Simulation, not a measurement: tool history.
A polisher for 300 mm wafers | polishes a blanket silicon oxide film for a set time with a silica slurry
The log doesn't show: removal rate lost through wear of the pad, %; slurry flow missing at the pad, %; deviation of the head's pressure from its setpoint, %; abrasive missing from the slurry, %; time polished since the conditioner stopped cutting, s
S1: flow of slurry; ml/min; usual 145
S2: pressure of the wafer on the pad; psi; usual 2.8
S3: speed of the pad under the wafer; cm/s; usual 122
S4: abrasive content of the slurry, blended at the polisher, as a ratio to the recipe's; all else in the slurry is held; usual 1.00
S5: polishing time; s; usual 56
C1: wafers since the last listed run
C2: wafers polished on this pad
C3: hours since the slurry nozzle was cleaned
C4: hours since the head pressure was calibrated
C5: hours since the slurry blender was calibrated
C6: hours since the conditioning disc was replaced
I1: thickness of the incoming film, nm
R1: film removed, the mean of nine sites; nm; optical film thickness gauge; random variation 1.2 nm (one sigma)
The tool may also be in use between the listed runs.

Run 1, hour 0.0: usual settings but S3 94 cm/s; C1 0; C2 5733; C3 375.5; C4 542.6; C5 348.7; C6 367.9; I1 1081.7. Result: R1 85.5 nm.
Run 2, hour 44.5: usual settings but S3 94 cm/s; C1 716; C2 6450; C3 420.0; C4 587.1; C5 393.2; C6 412.4; I1 1087.4. Result: R1 85.4 nm.
At hour 97.4: worn pad replaced by a new one.
Run 3, hour 138.8: usual settings but S3 154 cm/s; C1 1454; C2 666; C3 514.3; C4 681.4; C5 487.5; C6 506.7; I1 1112.9. Result: R1 112.0 nm.
At hour 144.8: conditioning disc replaced and pad reconditioned.
Run 4, hour 193.0: usual settings but S3 154 cm/s; C1 841; C2 1507; C3 568.5; C4 735.6; C5 541.7; C6 48.2; I1 1090.1. Result: R1 109.4 nm.
At hour 215.9: slurry blender recalibrated.
Run 5, hour 237.0: usual settings but S3 154 cm/s; C1 676; C2 2184; C3 612.5; C4 779.6; C5 21.1; C6 92.2; I1 1095.5. Result: R1 124.0 nm.
Run 6, hour 308.3: usual settings but S3 90 cm/s, S5 65 s; C1 1148; C2 3333; C3 683.8; C4 850.9; C5 92.4; C6 163.5; I1 1096.2. Result: R1 102.1 nm.
At hour 363.1: slurry nozzle cleaned.
Run 7, hour 376.4: usual settings but S3 90 cm/s, S5 65 s; C1 1081; C2 4414; C3 13.3; C4 919.0; C5 160.5; C6 231.6; I1 1101.9. Result: R1 99.3 nm.
Run 8, hour 467.4: usual settings; C1 1466; C2 5880; C3 104.3; C4 1010.0; C5 251.5; C6 322.6; I1 1084.6. Result: R1 102.1 nm.
At hour 528.1: worn pad replaced by a new one.
Run 9, hour 563.9: usual settings; C1 1490; C2 576; C3 200.8; C4 1106.5; C5 348.0; C6 419.1; I1 1095.7. Result: R1 100.6 nm.
At hour 631.2: head pressure recalibrated.
Run 10, hour 631.7: usual settings; C1 1060; C2 1636; C3 268.6; C4 0.5; C5 415.8; C6 486.9; I1 1102.8. Result: R1 98.6 nm.
At hour 653.1: slurry blender recalibrated.
At hour 661.6: conditioning disc replaced and pad reconditioned.
Run 11, hour 738.4: usual settings but S1 180 ml/min, S2 3.1 psi, S4 0.85, S5 65 s; C1 1654; C2 3291; C3 375.3; C4 107.2; C5 85.3; C6 76.8; I1 1071.2. Result: R1 133.8 nm.
Run 12, hour 793.6: usual settings but S2 2.3 psi, S5 46 s; C1 889; C2 4180; C3 430.5; C4 162.4; C5 140.5; C6 132.0; I1 1079.3. Result: R1 76.0 nm.
Run 13, hour 834.5: usual settings; C1 658; C2 4839; C3 471.4; C4 203.3; C5 181.4; C6 172.9; I1 1090.7. Result: R1 106.2 nm.
Run 14, hour 937.4: usual settings but S4 1.30, S5 42 s; C1 1657; C2 6497; C3 574.3; C4 306.2; C5 284.3; C6 275.8; I1 1088.0. Result: R1 82.9 nm.
At hour 1076.6: slurry blender recalibrated.
At hour 1080.2: worn pad replaced by a new one.
At hour 1101.0: conditioning disc replaced and pad reconditioned.
At hour 1151.6: slurry nozzle cleaned.
Run 15, hour 1165.6: usual settings but S3 110 cm/s; C1 3538; C2 1327; C3 14.0; C4 534.4; C5 89.0; C6 64.6; I1 1088.0. Result: R1 100.0 nm.
Run 16, hour 1243.6: usual settings but S3 90 cm/s, S5 65 s; C1 1256; C2 2584; C3 92.0; C4 612.4; C5 167.0; C6 142.6; I1 1095.2. Result: R1 103.0 nm.
Run 17, hour 1281.9: usual settings but S1 105 ml/min, S2 1.8 psi, S4 0.80, S5 62 s; C1 617; C2 3201; C3 130.3; C4 650.7; C5 205.3; C6 180.9; I1 1081.1. Result: R1 77.3 nm.
Run 18, hour 1377.6: usual settings but S3 86 cm/s, S5 68 s; C1 1541; C2 4743; C3 226.0; C4 746.4; C5 301.0; C6 276.6; I1 1089.4. Result: R1 102.4 nm.
Run 19, hour 1448.1: usual settings but S3 92 cm/s, S4 0.90, S5 41 s; C1 1135; C2 5879; C3 296.5; C4 816.9; C5 371.5; C6 347.1; I1 1106.7. Result: R1 62.1 nm.
Run 20, hour 1529.1: usual settings but S1 195 ml/min, S2 3.7 psi; C1 1305; C2 7184; C3 377.5; C4 897.9; C5 452.5; C6 428.1; I1 1087.4. Result: R1 126.7 nm.
At hour 1535.8: slurry blender recalibrated.
At hour 1566.8: worn pad replaced by a new one.
Run 21, hour 1583.5: usual settings; C1 779; C2 268; C3 431.9; C4 952.3; C5 47.7; C6 482.5; I1 1087.5. Result: R1 109.3 nm.
Run 22, hour 1620.0: usual settings but S1 110 ml/min, S4 0.75, S5 64 s; C1 588; C2 856; C3 468.4; C4 988.8; C5 84.2; C6 519.0; I1 1109.2. Result: R1 108.7 nm.
At hour 1665.1: conditioning disc replaced and pad reconditioned.
Run 23, hour 1665.6: usual settings; C1 702; C2 1558; C3 514.0; C4 1034.4; C5 129.8; C6 0.5; I1 1072.6. Result: R1 105.2 nm.
Run 24, hour 1757.8: usual settings; C1 1485; C2 3044; C3 606.2; C4 1126.6; C5 222.0; C6 92.7; I1 1083.2. Result: R1 102.0 nm.
Run 25, hour 1842.4: usual settings but S1 175 ml/min, S2 2.2 psi, S3 110 cm/s; C1 1363; C2 4407; C3 690.8; C4 1211.2; C5 306.6; C6 177.3; I1 1087.6. Result: R1 86.6 nm.
At hour 1895.7: head pressure recalibrated.
Run 26, hour 1905.4: usual settings but S1 100 ml/min, S3 90 cm/s; C1 982; C2 5390; C3 753.8; C4 9.7; C5 369.6; C6 240.3; I1 1096.5. Result: R1 77.9 nm.

Forecast each of these 3 alternatives for the next run:
Run A, hour 1905.8: usual settings; C1 6; C2 5396; C3 754.2; C4 10.1; C5 370.0; C6 240.7; I1 1093.5. Result: R1 ?.
Run B, hour 1905.8: usual settings but S4 0.80, S5 50 s; C1 6; C2 5396; C3 754.2; C4 10.1; C5 370.0; C6 240.7; I1 1093.5. Result: R1 ?.
Run C, hour 1905.8: usual settings but S4 0.85, S5 63 s; C1 6; C2 5396; C3 754.2; C4 10.1; C5 370.0; C6 240.7; I1 1093.5. Result: R1 ?.

run     R1
  A  101.9
  B   85.9
  C  109.9
Without the tool's hidden state the same runs would have given:
run     R1
  A  109.8
  B   93.0
  C  118.8
